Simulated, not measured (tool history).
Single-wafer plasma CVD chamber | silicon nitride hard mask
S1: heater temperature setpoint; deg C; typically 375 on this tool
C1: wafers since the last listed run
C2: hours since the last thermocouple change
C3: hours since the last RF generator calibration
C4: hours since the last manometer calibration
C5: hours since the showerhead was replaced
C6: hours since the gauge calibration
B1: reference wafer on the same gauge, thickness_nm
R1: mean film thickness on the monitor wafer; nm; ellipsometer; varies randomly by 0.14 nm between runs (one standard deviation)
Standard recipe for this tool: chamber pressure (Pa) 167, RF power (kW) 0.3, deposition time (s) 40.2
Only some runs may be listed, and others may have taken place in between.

{"run": 1, "day": 0.0, "S1": 375, "chamber pressure (Pa)": 167, "RF power (kW)": 0.26, "deposition time (s)": 40.2, "C1": 0, "C2": 546.2, "C3": 1342.8, "C4": 1023.8, "C5": 2772.7, "C6": 63.9, "B1": 41.688, "R1": 35.979}
{"run": 2, "day": 2.808, "S1": 375, "chamber pressure (Pa)": 167, "RF power (kW)": 0.28, "deposition time (s)": 40.2, "C1": 1040, "C2": 613.6, "C3": 1410.2, "C4": 1091.2, "C5": 2840.1, "C6": 131.3, "B1": 41.708, "R1": 37.32}
{"run": 3, "day": 6.046, "S1": 375, "chamber pressure (Pa)": 167, "RF power (kW)": 0.3, "deposition time (s)": 40.2, "C1": 1199, "C2": 691.3, "C3": 1487.9, "C4": 1168.9, "C5": 2917.8, "C6": 209, "B1": 41.714, "R1": 38.371}
{"run": 4, "day": 7.908, "S1": 375, "chamber pressure (Pa)": 167, "RF power (kW)": 0.3, "deposition time (s)": 40.2, "C1": 689, "C2": 736, "C3": 1532.6, "C4": 1213.6, "C5": 2962.5, "C6": 253.7, "B1": 41.673, "R1": 38.378}
{"run": 5, "day": 9.479, "S1": 375, "chamber pressure (Pa)": 167, "RF power (kW)": 0.3, "deposition time (s)": 40.2, "C1": 581, "C2": 773.7, "C3": 1570.3, "C4": 1251.3, "C5": 3000.2, "C6": 291.4, "B1": 41.704, "R1": 38.594}
{"run": 6, "day": 13.646, "S1": 375, "chamber pressure (Pa)": 167, "RF power (kW)": 0.3, "deposition time (s)": 40.2, "C1": 1543, "C2": 873.7, "C3": 1670.3, "C4": 1351.3, "C5": 3100.2, "C6": 391.4, "B1": 41.674, "R1": 38.315}
{"run": 7, "day": 17.033, "S1": 375, "chamber pressure (Pa)": 167, "RF power (kW)": 0.3, "deposition time (s)": 40.2, "C1": 1254, "C2": 955, "C3": 1751.6, "C4": 1432.6, "C5": 3181.5, "C6": 472.7, "B1": 41.686, "R1": 37.997}
{"day": 18.667, "done": "RF generator calibrated"}
{"run": 8, "day": 19.458, "S1": 375, "chamber pressure (Pa)": 167, "RF power (kW)": 0.3, "deposition time (s)": 40.2, "C1": 774, "C2": 1013.2, "C3": 19, "C4": 1490.8, "C5": 3239.7, "C6": 530.9, "B1": 41.723, "R1": 39.777}
{"run": 9, "day": 21.338, "S1": 375, "chamber pressure (Pa)": 167, "RF power (kW)": 0.3, "deposition time (s)": 40.2, "C1": 696, "C2": 1058.3, "C3": 64.1, "C4": 1535.9, "C5": 3284.8, "C6": 576, "B1": 41.691, "R1": 39.684}
{"day": 24.3, "done": "thermocouple changed; heater temperature recalibrated"}
{"run": 10, "day": 25.533, "S1": 379, "chamber pressure (Pa)": 167, "RF power (kW)": 0.335, "deposition time (s)": 48.1, "C1": 1430, "C2": 29.6, "C3": 164.8, "C4": 1636.6, "C5": 3385.5, "C6": 676.7, "B1": 41.713, "R1": 49.644}
{"day": 26.879, "done": "capacitance manometer re-zeroed and calibrated"}
{"run": 11, "day": 27.704, "S1": 375, "chamber pressure (Pa)": 167, "RF power (kW)": 0.3, "deposition time (s)": 40.2, "C1": 680, "C2": 81.7, "C3": 216.9, "C4": 19.8, "C5": 3437.6, "C6": 728.8, "B1": 41.704, "R1": 41.252}
{"day": 29.3, "done": "gauge calibrated"}
{"day": 30.629, "done": "showerhead replaced"}
{"run": 12, "day": 31.338, "S1": 375, "chamber pressure (Pa)": 167, "RF power (kW)": 0.25, "deposition time (s)": 45.9, "C1": 1222, "C2": 168.9, "C3": 304.1, "C4": 107, "C5": 17, "C6": 48.9, "B1": 41.665, "R1": 42.2}
{"run": 13, "day": 32.879, "S1": 375, "chamber pressure (Pa)": 167, "RF power (kW)": 0.3, "deposition time (s)": 45.3, "C1": 571, "C2": 205.9, "C3": 341.1, "C4": 144, "C5": 54, "C6": 85.9, "B1": 41.728, "R1": 46.242}
{"run": 14, "day": 35.871, "S1": 361, "chamber pressure (Pa)": 167, "RF power (kW)": 0.26, "deposition time (s)": 36.8, "C1": 1108, "C2": 277.7, "C3": 412.9, "C4": 215.8, "C5": 125.8, "C6": 157.7, "B1": 41.678, "R1": 34.53}
{"run": 15, "day": 39.854, "S1": 375, "chamber pressure (Pa)": 167, "RF power (kW)": 0.3, "deposition time (s)": 40.2, "C1": 1475, "C2": 373.3, "C3": 508.5, "C4": 311.4, "C5": 221.4, "C6": 253.3, "B1": 41.687, "R1": 40.304}
{"run": 16, "day": 42.496, "S1": 375, "chamber pressure (Pa)": 167, "RF power (kW)": 0.3, "deposition time (s)": 40.2, "C1": 978, "C2": 436.7, "C3": 571.9, "C4": 374.8, "C5": 284.8, "C6": 316.7, "B1": 41.718, "R1": 40.468}
{"run": 17, "day": 46.225, "S1": 375, "chamber pressure (Pa)": 184, "RF power (kW)": 0.27, "deposition time (s)": 40.2, "C1": 1381, "C2": 526.2, "C3": 661.4, "C4": 464.3, "C5": 374.3, "C6": 406.2, "B1": 41.702, "R1": 39.831}
{"run": 18, "day": 48.938, "S1": 388, "chamber pressure (Pa)": 183, "RF power (kW)": 0.3, "deposition time (s)": 40.2, "C1": 1004, "C2": 591.3, "C3": 726.5, "C4": 529.4, "C5": 439.4, "C6": 471.3, "B1": 41.718, "R1": 41.542}

What if the next run were any one of these 4? Each begins from the tool's condition after run 18:
{"run": "A", "day": 48.954, "S1": 375, "chamber pressure (Pa)": 167, "RF power (kW)": 0.3, "deposition time (s)": 40.2, "C1": 6, "C2": 591.7, "C3": 726.9, "C4": 529.8, "C5": 439.8, "C6": 471.7, "B1": "?", "R1": "?"}
{"run": "B", "day": 48.954, "S1": 360, "chamber pressure (Pa)": 167, "RF power (kW)": 0.3, "deposition time (s)": 40.2, "C1": 6, "C2": 591.7, "C3": 726.9, "C4": 529.8, "C5": 439.8, "C6": 471.7, "B1": "?", "R1": "?"}
{"run": "C", "day": 48.954, "S1": 369, "chamber pressure (Pa)": 167, "RF power (kW)": 0.3, "deposition time (s)": 44.8, "C1": 6, "C2": 591.7, "C3": 726.9, "C4": 529.8, "C5": 439.8, "C6": 471.7, "B1": "?", "R1": "?"}
{"run": "D", "day": 48.954, "S1": 370, "chamber pressure (Pa)": 177, "RF power (kW)": 0.3, "deposition time (s)": 40.2, "C1": 6, "C2": 591.7, "C3": 726.9, "C4": 529.8, "C5": 439.8, "C6": 471.7, "B1": "?", "R1": "?"}

run=A B1=41.697 R1=40.048
run=B B1=41.697 R1=40.256
run=C B1=41.697 R1=44.717
run=D B1=41.697 R1=41.376
Without the tool's hidden state the same runs would have given:
run=A R1=42.015
run=B R1=42.233
run=C R1=46.912
run=D R1=43.401

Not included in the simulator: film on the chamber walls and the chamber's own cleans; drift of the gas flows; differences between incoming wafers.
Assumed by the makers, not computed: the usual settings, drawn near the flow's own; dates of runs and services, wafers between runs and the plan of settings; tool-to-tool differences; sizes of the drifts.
